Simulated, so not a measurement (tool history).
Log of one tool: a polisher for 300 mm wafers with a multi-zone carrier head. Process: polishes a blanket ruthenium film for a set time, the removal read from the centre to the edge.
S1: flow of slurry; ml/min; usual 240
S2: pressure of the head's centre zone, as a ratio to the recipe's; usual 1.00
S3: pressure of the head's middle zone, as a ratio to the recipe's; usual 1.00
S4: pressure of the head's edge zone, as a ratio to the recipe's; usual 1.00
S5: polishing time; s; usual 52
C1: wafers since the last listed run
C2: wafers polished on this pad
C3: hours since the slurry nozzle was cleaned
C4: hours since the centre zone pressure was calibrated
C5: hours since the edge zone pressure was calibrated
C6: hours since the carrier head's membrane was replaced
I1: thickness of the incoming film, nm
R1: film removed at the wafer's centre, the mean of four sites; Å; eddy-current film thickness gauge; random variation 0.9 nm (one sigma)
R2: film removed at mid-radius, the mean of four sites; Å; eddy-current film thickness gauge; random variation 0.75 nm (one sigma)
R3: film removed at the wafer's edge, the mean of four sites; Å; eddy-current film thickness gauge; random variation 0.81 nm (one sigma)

| run | hour | S1 | S2 | S3 | S4 | S5 | C1 | C2 | C3 | C4 | C5 | C6 | I1 | R1 | R2 | R3 |
|---|---|---|---|---|---|---|---|---|---|---|---|---|---|---|---|---|
| 1 | 0.0 | 240 | 1.00 | 1.00 | 1.00 | 52 | 0 | 1853 | 431.1 | 108.3 | 247.0 | 132.8 | 530.6 | 712 | 702 | 702 |
| 2 | 32.6 | 240 | 1.00 | 1.00 | 1.00 | 52 | 236 | 2089 | 463.7 | 140.9 | 279.6 | 165.4 | 527.9 | 710 | 708 | 711 |
|  | 87.8 | edge zone pressure recalibrated |
| 3 | 92.5 | 240 | 1.00 | 1.00 | 1.00 | 52 | 419 | 2509 | 523.6 | 200.8 | 4.7 | 225.3 | 535.0 | 696 | 727 | 697 |
|  | 113.1 | worn pad replaced by a new one |
| 4 | 136.1 | 185 | 1.00 | 1.00 | 1.08 | 52 | 286 | 166 | 567.2 | 244.4 | 48.3 | 268.9 | 543.3 | 666 | 684 | 705 |
| 5 | 172.4 | 240 | 1.00 | 1.00 | 1.00 | 36 | 263 | 429 | 603.5 | 280.7 | 84.6 | 305.2 | 547.1 | 499 | 494 | 494 |
| 6 | 214.9 | 195 | 1.00 | 1.00 | 1.10 | 52 | 307 | 737 | 646.0 | 323.2 | 127.1 | 347.7 | 546.1 | 692 | 686 | 738 |
| 7 | 265.5 | 315 | 1.05 | 1.00 | 1.00 | 52 | 366 | 1104 | 696.6 | 373.8 | 177.7 | 398.3 | 535.1 | 730 | 718 | 724 |
|  | 279.4 | slurry nozzle cleaned |
| 8 | 291.6 | 240 | 1.00 | 1.04 | 1.00 | 52 | 181 | 1286 | 12.2 | 399.9 | 203.8 | 424.4 | 544.0 | 713 | 728 | 704 |
|  | 400.0 | edge zone pressure recalibrated |
| 9 | 404.4 | 210 | 0.93 | 1.09 | 1.00 | 52 | 802 | 2089 | 125.0 | 512.7 | 4.4 | 537.2 | 535.1 | 643 | 742 | 706 |
|  | 433.3 | carrier head's membrane replaced by a new one |
| 10 | 455.1 | 160 | 1.00 | 1.04 | 1.00 | 52 | 331 | 2420 | 175.7 | 563.4 | 55.1 | 21.8 | 542.7 | 660 | 702 | 674 |
|  | 466.7 | worn pad replaced by a new one |
| 11 | 526.0 | 240 | 1.00 | 1.00 | 1.00 | 52 | 484 | 429 | 246.6 | 634.3 | 126.0 | 92.7 | 536.6 | 707 | 713 | 710 |
| 12 | 595.5 | 240 | 1.00 | 0.92 | 0.92 | 52 | 503 | 933 | 316.1 | 703.8 | 195.5 | 162.2 | 534.3 | 705 | 677 | 681 |
| 13 | 662.1 | 240 | 0.96 | 1.11 | 0.95 | 35 | 482 | 1416 | 382.7 | 770.4 | 262.1 | 228.8 | 541.1 | 464 | 520 | 457 |
| 14 | 691.2 | 240 | 1.00 | 1.00 | 1.07 | 65 | 210 | 1626 | 411.8 | 799.5 | 291.2 | 257.9 | 544.3 | 884 | 891 | 920 |
| 15 | 750.9 | 240 | 0.91 | 1.00 | 1.00 | 42 | 432 | 2059 | 471.5 | 859.2 | 350.9 | 317.6 | 544.6 | 520 | 582 | 573 |
|  | 786.7 | worn pad replaced by a new one |
| 16 | 798.3 | 195 | 0.93 | 0.93 | 1.00 | 52 | 314 | 83 | 518.9 | 906.6 | 398.3 | 365.0 | 540.4 | 644 | 660 | 692 |
|  | 805.1 | edge zone pressure recalibrated |
| 17 | 826.9 | 240 | 1.10 | 1.00 | 1.00 | 52 | 192 | 276 | 547.5 | 935.2 | 21.8 | 393.6 | 537.5 | 760 | 728 | 722 |
|  | 847.5 | centre zone pressure recalibrated |
| 18 | 858.8 | 190 | 1.00 | 1.00 | 0.93 | 52 | 216 | 493 | 579.4 | 11.3 | 53.7 | 425.5 | 548.6 | 672 | 704 | 669 |
| 19 | 904.7 | 240 | 1.00 | 1.00 | 1.00 | 52 | 332 | 825 | 625.3 | 57.2 | 99.6 | 471.4 | 542.5 | 686 | 706 | 703 |
| 20 | 945.9 | 240 | 1.00 | 1.00 | 1.00 | 52 | 298 | 1124 | 666.5 | 98.4 | 140.8 | 512.6 | 543.5 | 698 | 721 | 705 |
|  | 957.7 | carrier head's membrane replaced by a new one |
| 21 | 971.0 | 240 | 1.00 | 1.00 | 1.00 | 52 | 145 | 1270 | 691.6 | 123.5 | 165.9 | 13.3 | 540.4 | 700 | 704 | 714 |

5 ways to go on from here, each from the tool as it stands after run 21. What would each give?
| A | 971.4 | 240 | 1.00 | 1.00 | 1.00 | 69 | 2 | 1272 | 692.0 | 123.9 | 166.3 | 13.7 | 542.2 | ? | ? | ? |
| B | 971.4 | 305 | 0.96 | 1.11 | 1.00 | 36 | 2 | 1272 | 692.0 | 123.9 | 166.3 | 13.7 | 542.2 | ? | ? | ? |
| C | 971.4 | 240 | 1.00 | 1.00 | 0.95 | 52 | 2 | 1272 | 692.0 | 123.9 | 166.3 | 13.7 | 542.2 | ? | ? | ? |
| D | 971.4 | 240 | 1.03 | 1.11 | 1.03 | 52 | 2 | 1272 | 692.0 | 123.9 | 166.3 | 13.7 | 542.2 | ? | ? | ? |
| E | 971.4 | 240 | 0.92 | 1.00 | 1.00 | 52 | 2 | 1272 | 692.0 | 123.9 | 166.3 | 13.7 | 542.2 | ? | ? | ? |

| run | R1 | R2 | R3 |
|---|---|---|---|
| A | 921 | 946 | 932 |
| B | 475 | 542 | 493 |
| C | 694 | 713 | 688 |
| D | 713 | 766 | 710 |
| E | 645 | 713 | 702 |
Without the tool's hidden state the same runs would have given:
| run | R1 | R2 | R3 |
|---|---|---|---|
| A | 921 | 946 | 932 |
| B | 475 | 542 | 493 |
| C | 694 | 713 | 688 |
| D | 713 | 766 | 710 |
| E | 645 | 713 | 702 |
